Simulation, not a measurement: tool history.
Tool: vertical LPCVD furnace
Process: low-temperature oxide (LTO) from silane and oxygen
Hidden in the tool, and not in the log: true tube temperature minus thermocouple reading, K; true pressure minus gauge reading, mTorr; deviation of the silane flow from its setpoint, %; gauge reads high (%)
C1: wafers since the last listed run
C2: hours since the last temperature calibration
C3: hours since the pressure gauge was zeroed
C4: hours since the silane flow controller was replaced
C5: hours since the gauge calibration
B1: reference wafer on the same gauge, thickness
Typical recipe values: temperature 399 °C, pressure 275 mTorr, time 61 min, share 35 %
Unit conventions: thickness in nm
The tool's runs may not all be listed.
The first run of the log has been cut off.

Run 2, hour 28.4: usual settings but time 66.5 min; C1 394; C2 3490.7; C3 3919.4; C4 2806.6; C5 464.7; B1 648.35. Result: thickness 716.38 nm.
Run 3, hour 51.1: usual settings but time 66.5 min; C1 315; C2 3513.4; C3 3942.1; C4 2829.3; C5 487.4; B1 647.87. Result: thickness 717.3 nm.
Run 4, hour 63.4: usual settings; C1 170; C2 3525.7; C3 3954.4; C4 2841.6; C5 499.7; B1 648.48. Result: thickness 653.65 nm.
Run 5, hour 76.1: usual settings but time 67 min; C1 176; C2 3538.4; C3 3967.1; C4 2854.3; C5 512.4; B1 648.5. Result: thickness 720.56 nm.
Run 6, hour 93.9: usual settings but time 67 min; C1 247; C2 3556.2; C3 3984.9; C4 2872.1; C5 530.2; B1 649.19. Result: thickness 724.03 nm.
Run 7, hour 128.3: usual settings; C1 477; C2 3590.6; C3 4019.3; C4 2906.5; C5 564.6; B1 649.88. Result: thickness 658.59 nm.
Run 8, hour 152.5: usual settings; C1 336; C2 3614.8; C3 4043.5; C4 2930.7; C5 588.8; B1 649.85. Result: thickness 654.91 nm.
Run 9, hour 183.7: usual settings; C1 433; C2 3646; C3 4074.7; C4 2961.9; C5 620; B1 649.95. Result: thickness 654.58 nm.
At hour 214.5: thermocouples replaced and temperature profile calibrated.
Run 10, hour 215: usual settings; C1 101; C2 0.5; C3 4106; C4 2993.2; C5 651.3; B1 648.68. Result: thickness 659.67 nm.
At hour 266.6: pressure gauge zeroed.
Run 11, hour 267.1: usual settings but temperature 402 °C, pressure 310 mTorr, time 74.5 min, share 29 %; C1 390; C2 52.6; C3 0.5; C4 3045.3; C5 703.4; B1 648.92. Result: thickness 674.96 nm.
Run 12, hour 275.3: usual settings but time 73 min; C1 113; C2 60.8; C3 8.7; C4 3053.5; C5 711.6; B1 649.09. Result: thickness 741.9 nm.
Run 13, hour 310.1: usual settings but pressure 300 mTorr, time 81 min; C1 483; C2 95.6; C3 43.5; C4 3088.3; C5 746.4; B1 647.82. Result: thickness 902.37 nm.
Run 14, hour 331: usual settings but temperature 391 °C, share 32 %; C1 290; C2 116.5; C3 64.4; C4 3109.2; C5 767.3; B1 648.92. Result: thickness 497.42 nm.
Run 15, hour 351.3: usual settings but temperature 393 °C, pressure 305 mTorr, share 37 %; C1 282; C2 136.8; C3 84.7; C4 3129.5; C5 787.6; B1 648.42. Result: thickness 688.23 nm.
Run 16, hour 401.9: usual settings; C1 703; C2 187.4; C3 135.3; C4 3180.1; C5 838.2; B1 647.94. Result: thickness 621.5 nm.
Run 17, hour 428.6: usual settings but pressure 250 mTorr; C1 370; C2 214.1; C3 162; C4 3206.8; C5 864.9; B1 648.84. Result: thickness 565.4 nm.

Expected results for the next run?
Run 18, hour 459.7: usual settings but temperature 405 °C, pressure 225 mTorr, time 43.5 min, share 31 %; C1 432; C2 245.2; C3 193.1; C4 3237.9; C5 896; B1 ?. Result: thickness ?.

Run 18 came out at B1 647.37, thickness 330.03 nm.
Take away the tool's hidden state, keep the run-to-run variation as it was, and the same run would have given thickness 328.82 nm.
